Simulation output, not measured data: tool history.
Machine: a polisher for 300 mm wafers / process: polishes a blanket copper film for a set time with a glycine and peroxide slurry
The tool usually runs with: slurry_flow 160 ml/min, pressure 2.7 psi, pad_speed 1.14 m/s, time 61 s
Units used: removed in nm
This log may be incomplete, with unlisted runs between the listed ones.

| run | hour | slurry_flow | pressure | pad_speed | time | incoming thickness of the incoming film, nm | removed |
|---|---|---|---|---|---|---|---|
| 1 | 0.0 | 160 | 2.7 | 1.28 | 61 | 1337.8 | 340.3 |
|  | 1.0 | worn pad replaced by a new one |
| 2 | 25.7 | 160 | 2.7 | 1.14 | 61 | 1353.9 | 321.8 |
| 3 | 56.6 | 160 | 2.7 | 1.14 | 61 | 1333.7 | 318.3 |
| 4 | 91.8 | 160 | 2.7 | 0.92 | 61 | 1336.0 | 271.5 |
| 5 | 122.2 | 160 | 2.7 | 0.92 | 61 | 1358.0 | 268.5 |
| 6 | 150.3 | 160 | 2.7 | 0.92 | 61 | 1349.8 | 270.0 |
|  | 177.8 | worn pad replaced by a new one |
| 7 | 185.5 | 160 | 2.7 | 1.14 | 61 | 1357.7 | 298.6 |
| 8 | 207.0 | 160 | 2.7 | 1.14 | 61 | 1353.1 | 296.1 |
| 9 | 222.9 | 160 | 2.7 | 1.14 | 61 | 1353.2 | 301.5 |
| 10 | 251.5 | 160 | 2.7 | 1.14 | 61 | 1369.2 | 291.1 |
|  | 255.1 | head pressure recalibrated |
| 11 | 281.6 | 160 | 2.7 | 1.14 | 61 | 1330.6 | 291.0 |
| 12 | 302.2 | 160 | 2.7 | 1.14 | 61 | 1327.6 | 293.5 |
|  | 311.7 | slurry nozzle cleaned |
|  | 370.6 | worn pad replaced by a new one, repeated, since the last time left the tool worse |
| 13 | 408.8 | 160 | 2.7 | 1.14 | 61 | 1371.3 | 316.6 |
| 14 | 430.6 | 140 | 2.7 | 1.24 | 61 | 1351.8 | 332.8 |
| 15 | 445.2 | 160 | 3.4 | 1.28 | 61 | 1351.0 | 408.1 |
| 16 | 509.9 | 160 | 2.7 | 1.14 | 73 | 1342.8 | 378.0 |
|  | 537.3 | worn pad replaced by a new one |
| 17 | 537.8 | 135 | 2.7 | 0.90 | 71 | 1338.2 | 305.2 |
| 18 | 552.6 | 160 | 2.7 | 1.14 | 78 | 1349.7 | 408.1 |
| 19 | 581.8 | 160 | 2.7 | 1.14 | 61 | 1355.3 | 319.1 |
| 20 | 614.7 | 160 | 3.2 | 1.14 | 53 | 1363.2 | 308.8 |
| 21 | 639.8 | 160 | 2.7 | 1.14 | 61 | 1336.3 | 311.1 |
|  | 674.6 | slurry nozzle cleaned |
| 22 | 675.4 | 210 | 3.1 | 1.44 | 61 | 1348.0 | 419.7 |
|  | 704.5 | worn pad replaced by a new one |
| 23 | 706.8 | 160 | 2.7 | 1.54 | 71 | 1350.7 | 457.1 |
| 24 | 722.0 | 190 | 2.2 | 1.14 | 52 | 1352.8 | 245.2 |
| 25 | 737.5 | 190 | 2.7 | 1.14 | 61 | 1348.7 | 327.7 |
| 26 | 763.6 | 160 | 2.7 | 0.92 | 61 | 1376.1 | 275.4 |
| 27 | 797.8 | 160 | 2.7 | 1.14 | 61 | 1369.9 | 312.5 |

The tool's hidden state at each run:
slurry flow missing at the pad, %: 0 in every run
deviation of the head's pressure from its setpoint, %: 0 in every run
H1: removal rate lost through wear of the pad, %
| run | H1 |
|---|---|
| 1 | 2.54 |
| 2 | 0.323 |
| 3 | 0.624 |
| 4 | 1.25 |
| 5 | 2.03 |
| 6 | 2.96 |
| 7 | 6.77 |
| 8 | 6.86 |
| 9 | 7.01 |
| 10 | 7.42 |
| 11 | 8.07 |
| 12 | 8.64 |
| 13 | 0.826 |
| 14 | 1.09 |
| 15 | 1.33 |
| 16 | 3.01 |
| 17 | 0.413 |
| 18 | 0.441 |
| 19 | 0.653 |
| 20 | 1.14 |
| 21 | 1.69 |
| 22 | 2.73 |
| 23 | 0.254 |
| 24 | 0.291 |
| 25 | 0.386 |
| 26 | 0.677 |
| 27 | 1.31 |

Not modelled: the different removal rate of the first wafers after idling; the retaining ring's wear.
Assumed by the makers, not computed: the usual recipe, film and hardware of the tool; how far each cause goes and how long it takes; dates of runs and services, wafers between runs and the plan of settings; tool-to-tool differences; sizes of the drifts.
